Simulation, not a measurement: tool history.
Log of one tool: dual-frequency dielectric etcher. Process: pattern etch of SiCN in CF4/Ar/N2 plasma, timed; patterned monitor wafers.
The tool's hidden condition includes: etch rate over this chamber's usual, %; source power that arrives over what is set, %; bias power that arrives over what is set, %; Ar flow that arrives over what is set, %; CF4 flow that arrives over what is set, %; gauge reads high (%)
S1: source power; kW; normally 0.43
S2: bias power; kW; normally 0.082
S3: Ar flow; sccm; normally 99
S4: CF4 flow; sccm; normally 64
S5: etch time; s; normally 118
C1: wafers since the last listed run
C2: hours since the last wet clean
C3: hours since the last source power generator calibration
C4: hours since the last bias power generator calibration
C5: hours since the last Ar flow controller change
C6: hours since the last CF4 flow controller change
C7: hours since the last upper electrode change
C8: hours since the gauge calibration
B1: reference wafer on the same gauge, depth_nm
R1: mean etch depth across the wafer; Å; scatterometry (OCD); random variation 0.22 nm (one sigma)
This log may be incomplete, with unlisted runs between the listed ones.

Run 1, day 0: usual settings but S1 0.46 kW, S4 56 sccm; C1 0; C2 425.4; C3 1924.8; C4 38.6; C5 4440.4; C6 1612; C7 144.5; C8 1804.4; B1 96. Result: R1 1050 Å.
Run 2, day 1.138: usual settings; C1 150; C2 452.7; C3 1952.1; C4 65.9; C5 4467.7; C6 1639.3; C7 171.8; C8 1831.7; B1 96. Result: R1 1014 Å.
At day 2.146: source power generator calibrated.
Run 3, day 2.279: usual settings but S1 0.34 kW, S4 59 sccm, S5 130 s; C1 129; C2 480.1; C3 3.2; C4 93.3; C5 4495.1; C6 1666.7; C7 199.2; C8 1859.1; B1 96. Result: R1 917 Å.
Run 4, day 3.883: usual settings; C1 212; C2 518.6; C3 41.7; C4 131.8; C5 4533.6; C6 1705.2; C7 237.7; C8 1897.6; B1 96. Result: R1 1030 Å.
Run 5, day 6.867: usual settings but S4 60 sccm, S5 87 s; C1 395; C2 590.2; C3 113.3; C4 203.4; C5 4605.2; C6 1776.8; C7 309.3; C8 1969.2; B1 96. Result: R1 746 Å.
At day 7.854: CF4 flow controller replaced.
At day 9.804: wet clean of the chamber.
Run 6, day 9.825: usual settings but S1 0.36 kW, S3 86 sccm, S4 78 sccm; C1 226; C2 0.5; C3 184.3; C4 274.4; C5 4676.2; C6 47.3; C7 380.3; C8 2040.2; B1 96. Result: R1 932 Å.
At day 10.279: gauge calibrated.
At day 10.704: Ar flow controller replaced.
Run 7, day 12.321: usual settings but S4 73 sccm; C1 297; C2 60.4; C3 244.2; C4 334.3; C5 38.8; C6 107.2; C7 440.2; C8 49; B1 95.9. Result: R1 1054 Å.
Run 8, day 13.696: usual settings but S5 136.5 s; C1 182; C2 93.4; C3 277.2; C4 367.3; C5 71.8; C6 140.2; C7 473.2; C8 82; B1 96. Result: R1 1188 Å.
Run 9, day 16.412: usual settings; C1 360; C2 158.6; C3 342.4; C4 432.5; C5 137; C6 205.4; C7 538.4; C8 147.2; B1 96. Result: R1 1032 Å.
Run 10, day 17.417: usual settings but S5 148.5 s; C1 133; C2 182.7; C3 366.5; C4 456.6; C5 161.1; C6 229.5; C7 562.5; C8 171.3; B1 96. Result: R1 1290 Å.
Run 11, day 19.279: usual settings but S1 0.53 kW, S3 121 sccm; C1 246; C2 227.4; C3 411.2; C4 501.3; C5 205.8; C6 274.2; C7 607.2; C8 216; B1 96. Result: R1 1192 Å.
Run 12, day 21.512: usual settings; C1 295; C2 281; C3 464.8; C4 554.9; C5 259.4; C6 327.8; C7 660.8; C8 269.6; B1 96. Result: R1 1030 Å.
Run 13, day 24.217: usual settings but S1 0.53 kW, S2 0.067 kW, S4 77 sccm; C1 358; C2 345.9; C3 529.7; C4 619.8; C5 324.3; C6 392.7; C7 725.7; C8 334.5; B1 96. Result: R1 1178 Å.
Run 14, day 26.296: usual settings; C1 275; C2 395.8; C3 579.6; C4 669.7; C5 374.2; C6 442.6; C7 775.6; C8 384.4; B1 96. Result: R1 1025 Å.
Run 15, day 27.738: usual settings but S2 0.073 kW, S3 87 sccm; C1 191; C2 430.4; C3 614.2; C4 704.3; C5 408.8; C6 477.2; C7 810.2; C8 419; B1 96. Result: R1 1000 Å.
Run 16, day 29.933: usual settings; C1 290; C2 483.1; C3 666.9; C4 757; C5 461.5; C6 529.9; C7 862.9; C8 471.7; B1 96. Result: R1 1027 Å.
Run 17, day 31.354: usual settings but S1 0.34 kW, S2 0.07 kW, S4 55 sccm, S5 129.5 s; C1 188; C2 517.2; C3 701; C4 791.1; C5 495.6; C6 564; C7 897; C8 505.8; B1 96. Result: R1 835 Å.
Run 18, day 33.267: usual settings but S3 121 sccm, S5 142.5 s; C1 253; C2 563.1; C3 746.9; C4 837; C5 541.5; C6 609.9; C7 942.9; C8 551.7; B1 95.9. Result: R1 1200 Å.
Run 19, day 34.65: usual settings; C1 183; C2 596.3; C3 780.1; C4 870.2; C5 574.7; C6 643.1; C7 976.1; C8 584.9; B1 96. Result: R1 1022 Å.
Run 20, day 35.988: usual settings but S1 0.5 kW, S2 0.066 kW, S3 87 sccm, S4 73 sccm; C1 177; C2 628.4; C3 812.2; C4 902.3; C5 606.8; C6 675.2; C7 1008.2; C8 617; B1 96. Result: R1 1120 Å.

Branching from run 20: 5 alternative next runs. What would each branch give?
Run A, day 36.004: usual settings but S2 0.102 kW; C1 2; C2 628.8; C3 812.6; C4 902.7; C5 607.2; C6 675.6; C7 1008.6; C8 617.4; B1 ?. Result: R1 ?.
Run B, day 36.004: usual settings but S3 122 sccm, S4 74 sccm, S5 143.5 s; C1 2; C2 628.8; C3 812.6; C4 902.7; C5 607.2; C6 675.6; C7 1008.6; C8 617.4; B1 ?. Result: R1 ?.
Run C, day 36.004: usual settings but S2 0.07 kW, S3 80 sccm, S5 90.5 s; C1 2; C2 628.8; C3 812.6; C4 902.7; C5 607.2; C6 675.6; C7 1008.6; C8 617.4; B1 ?. Result: R1 ?.
Run D, day 36.004: usual settings but S1 0.52 kW, S2 0.092 kW, S3 111 sccm, S4 49 sccm; C1 2; C2 628.8; C3 812.6; C4 902.7; C5 607.2; C6 675.6; C7 1008.6; C8 617.4; B1 ?. Result: R1 ?.
Run E, day 36.004: usual settings but S2 0.091 kW, S4 73 sccm; C1 2; C2 628.8; C3 812.6; C4 902.7; C5 607.2; C6 675.6; C7 1008.6; C8 617.4; B1 ?. Result: R1 ?.

run  B1    R1
  A  96  1118
  B  96  1238
  C  96   759
  D  96  1177
  E  96  1091
What these runs would have given with no unlogged condition in the tool:
run    R1
  A  1126
  B  1247
  C   764
  D  1184
  E  1098

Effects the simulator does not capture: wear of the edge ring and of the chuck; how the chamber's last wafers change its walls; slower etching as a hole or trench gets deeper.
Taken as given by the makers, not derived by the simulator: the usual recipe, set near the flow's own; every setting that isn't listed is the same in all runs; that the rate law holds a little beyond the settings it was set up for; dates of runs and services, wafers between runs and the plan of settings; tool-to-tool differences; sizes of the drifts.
